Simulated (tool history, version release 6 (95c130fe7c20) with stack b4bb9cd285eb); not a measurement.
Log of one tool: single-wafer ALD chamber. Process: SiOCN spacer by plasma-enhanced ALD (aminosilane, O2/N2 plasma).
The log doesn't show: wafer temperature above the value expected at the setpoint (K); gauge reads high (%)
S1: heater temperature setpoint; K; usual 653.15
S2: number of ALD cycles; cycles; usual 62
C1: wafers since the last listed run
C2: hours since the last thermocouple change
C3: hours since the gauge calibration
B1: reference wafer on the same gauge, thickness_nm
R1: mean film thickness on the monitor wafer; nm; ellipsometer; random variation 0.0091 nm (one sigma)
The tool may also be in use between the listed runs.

run	hour	S1	S2	C1	C2	C3	B1	R1
1	0	653.15	62	0	215.9	821.9	3.732	3.596
2	100.1	653.15	62	493	316	922	3.736	3.597
3	183.6	653.15	62	411	399.5	1005.5	3.731	3.607
4	256	653.15	62	356	471.9	1077.9	3.728	3.588
5	303.2	653.15	62	232	519.1	1125.1	3.728	3.609
6	386.7	664.15	62	411	602.6	1208.6	3.724	3.595
7	435.1	653.15	62	238	651	1257	3.726	3.575
8	494.9	653.15	62	294	710.8	1316.8	3.723	3.595
9	594.7	653.15	62	492	810.6	1416.6	3.721	3.594
10	671.5	653.15	62	378	887.4	1493.4	3.722	3.588
11	779.2	641.15	62	530	995.1	1601.1	3.72	3.582
12	830.9	653.15	62	254	1046.8	1652.8	3.719	3.59
13	898.2	653.15	62	331	1114.1	1720.1	3.723	3.598
14	957.6	653.15	65	292	1173.5	1779.5	3.718	3.756
15	1051.8	653.15	65	464	1267.7	1873.7	3.723	3.765
# hour 1104.1: thermocouple changed; heater temperature recalibrated
16	1123.3	653.15	65	313	19.2	1945.2	3.716	3.758
17	1186.4	653.15	62	311	82.3	2008.3	3.717	3.585
18	1245.4	653.15	62	290	141.3	2067.3	3.721	3.606
19	1332.4	653.15	62	428	228.3	2154.3	3.718	3.583
20	1405.8	653.15	62	361	301.7	2227.7	3.723	3.597
21	1484	653.15	62	385	379.9	2305.9	3.716	3.6
22	1535.8	653.15	62	255	431.7	2357.7	3.72	3.59
23	1596.6	653.15	62	299	492.5	2418.5	3.716	3.594
24	1677.9	663.15	62	400	573.8	2499.8	3.721	3.581
25	1728.7	653.15	57	250	624.6	2550.6	3.72	3.31
26	1832.4	649.15	67	511	728.3	2654.3	3.714	3.86
27	1904.5	653.15	62	355	800.4	2726.4	3.716	3.603
28	1979.4	645.15	55	369	875.3	2801.3	3.714	3.192
29	2058.1	665.15	67	388	954	2880	3.716	3.877
30	2154.4	638.15	67	474	1050.3	2976.3	3.715	3.876
# hour 2195.1: gauge calibrated
31	2242.9	647.15	62	436	1138.8	47.8	3.771	3.633
# hour 2289.8: thermocouple changed; heater temperature recalibrated
32	2330	668.15	69	389	40.2	134.9	3.76	4.048
33	2384.8	653.15	55	270	95	189.7	3.759	3.218
34	2491.7	649.15	53	527	201.9	296.6	3.758	3.101
35	2590.4	647.15	57	486	300.6	395.3	3.752	3.34
36	2634.5	661.15	58	217	344.7	439.4	3.755	3.384
37	2690.7	659.15	56	277	400.9	495.6	3.748	3.288
38	2747.9	653.15	62	282	458.1	552.8	3.746	3.618
39	2823.6	663.15	72	373	533.8	628.5	3.747	4.19

Run 40 comes next. What will it give?
40	2901.8	645.15	62	385	612	706.7	?	?

B1: 3.745
R1: 3.605 nm
Without the tool's hidden state the same run would have given R1 3.631 nm.
